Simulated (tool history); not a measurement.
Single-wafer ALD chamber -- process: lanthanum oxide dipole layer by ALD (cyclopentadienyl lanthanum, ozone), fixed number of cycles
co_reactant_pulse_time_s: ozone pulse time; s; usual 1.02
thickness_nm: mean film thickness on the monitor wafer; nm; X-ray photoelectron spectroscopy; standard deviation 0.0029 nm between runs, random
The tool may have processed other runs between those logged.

| run | day | co_reactant_pulse_time_s | wafers since the last listed run | hours since the last thermocouple change | hours since the last ozone generator service | hours since the showerhead was replaced | hours since the gauge calibration | read-back reference wafer on the same gauge, thickness_nm | thickness_nm |
|---|---|---|---|---|---|---|---|---|---|
| 1 | 0 | 1.29 | 0 | 1326.7 | 357.2 | 3332.2 | 827.7 | 0.521 | 0.581 |
| 2 | 4.208 | 1.29 | 1581 | 1427.7 | 458.2 | 3433.2 | 928.7 | 0.52 | 0.579 |
| 3 | 6.575 | 1.29 | 889 | 1484.5 | 515 | 3490 | 985.5 | 0.519 | 0.585 |
| 4 | 8.067 | 1.02 | 560 | 1520.3 | 550.8 | 3525.8 | 1021.3 | 0.521 | 0.539 |
| 5 | 10.375 | 0.77 | 867 | 1575.7 | 606.2 | 3581.2 | 1076.7 | 0.52 | 0.467 |
| 6 | 12.504 | 0.77 | 800 | 1626.8 | 657.3 | 3632.3 | 1127.8 | 0.52 | 0.468 |
| 7 | 14.192 | 0.77 | 634 | 1667.3 | 697.8 | 3672.8 | 1168.3 | 0.521 | 0.466 |
| 8 | 15.296 | 1.02 | 415 | 1693.8 | 724.3 | 3699.3 | 1194.8 | 0.52 | 0.537 |
|  | 23.196 | gauge calibrated |
| 9 | 23.979 | 1.02 | 3263 | 1902.2 | 932.7 | 3907.7 | 18.8 | 0.521 | 0.532 |
| 10 | 28.917 | 1.02 | 1855 | 2020.7 | 1051.2 | 4026.2 | 137.3 | 0.52 | 0.534 |
| 11 | 31.175 | 1.02 | 848 | 2074.9 | 1105.4 | 4080.4 | 191.5 | 0.52 | 0.532 |
| 12 | 33.154 | 1.02 | 743 | 2122.4 | 1152.9 | 4127.9 | 239 | 0.52 | 0.534 |
| 13 | 35.833 | 1.16 | 1007 | 2186.7 | 1217.2 | 4192.2 | 303.3 | 0.521 | 0.558 |
|  | 37.396 | ozone generator serviced |
| 14 | 38.629 | 1.29 | 925 | 2253.8 | 29.6 | 4259.3 | 370.4 | 0.519 | 0.577 |
| 15 | 40.3 | 1.34 | 628 | 2293.9 | 69.7 | 4299.4 | 410.5 | 0.52 | 0.587 |
| 16 | 41.671 | 1.33 | 515 | 2326.8 | 102.6 | 4332.3 | 443.4 | 0.519 | 0.585 |
| 17 | 43.796 | 1.4 | 798 | 2377.8 | 153.6 | 4383.3 | 494.4 | 0.519 | 0.586 |
| 18 | 44.8 | 1.02 | 377 | 2401.9 | 177.7 | 4407.4 | 518.5 | 0.52 | 0.544 |
|  | 46.975 | showerhead replaced |
| 19 | 47.033 | 1.17 | 714 | 2455.5 | 231.3 | 1.4 | 572.1 | 0.521 | 0.564 |
| 20 | 49.312 | 1.02 | 856 | 2510.2 | 286 | 56.1 | 626.8 | 0.52 | 0.541 |
|  | 50.471 | thermocouple changed; heater temperature recalibrated |
| 21 | 51.392 | 1.02 | 656 | 22.1 | 335.9 | 106 | 676.7 | 0.52 | 0.539 |
| 22 | 54.108 | 0.86 | 1021 | 87.3 | 401.1 | 171.2 | 741.9 | 0.519 | 0.502 |
| 23 | 55.971 | 0.84 | 700 | 132 | 445.8 | 215.9 | 786.6 | 0.52 | 0.493 |
| 24 | 57.562 | 0.73 | 598 | 170.2 | 484 | 254.1 | 824.8 | 0.52 | 0.457 |
| 25 | 62.012 | 1.27 | 1672 | 277 | 590.8 | 360.9 | 931.6 | 0.52 | 0.575 |
| 26 | 63.458 | 1.02 | 543 | 311.7 | 625.5 | 395.6 | 966.3 | 0.521 | 0.541 |
| 27 | 66.275 | 1.02 | 1058 | 379.3 | 693.1 | 463.2 | 1033.9 | 0.52 | 0.534 |

3 ways to go on from here, each from the tool as it stands after run 27. What would each give?
| A | 66.292 | 1.02 | 6 | 379.7 | 693.5 | 463.6 | 1034.3 | ? | ? |
| B | 66.292 | 1.24 | 6 | 379.7 | 693.5 | 463.6 | 1034.3 | ? | ? |
| C | 66.292 | 1.37 | 6 | 379.7 | 693.5 | 463.6 | 1034.3 | ? | ? |

| run | read-back reference wafer on the same gauge, thickness_nm | thickness_nm |
|---|---|---|
| A | 0.52 | 0.541 |
| B | 0.52 | 0.576 |
| C | 0.52 | 0.589 |
What these runs would have given with no unlogged condition in the tool:
| run | thickness_nm |
|---|---|
| A | 0.545 |
| B | 0.579 |
| C | 0.592 |
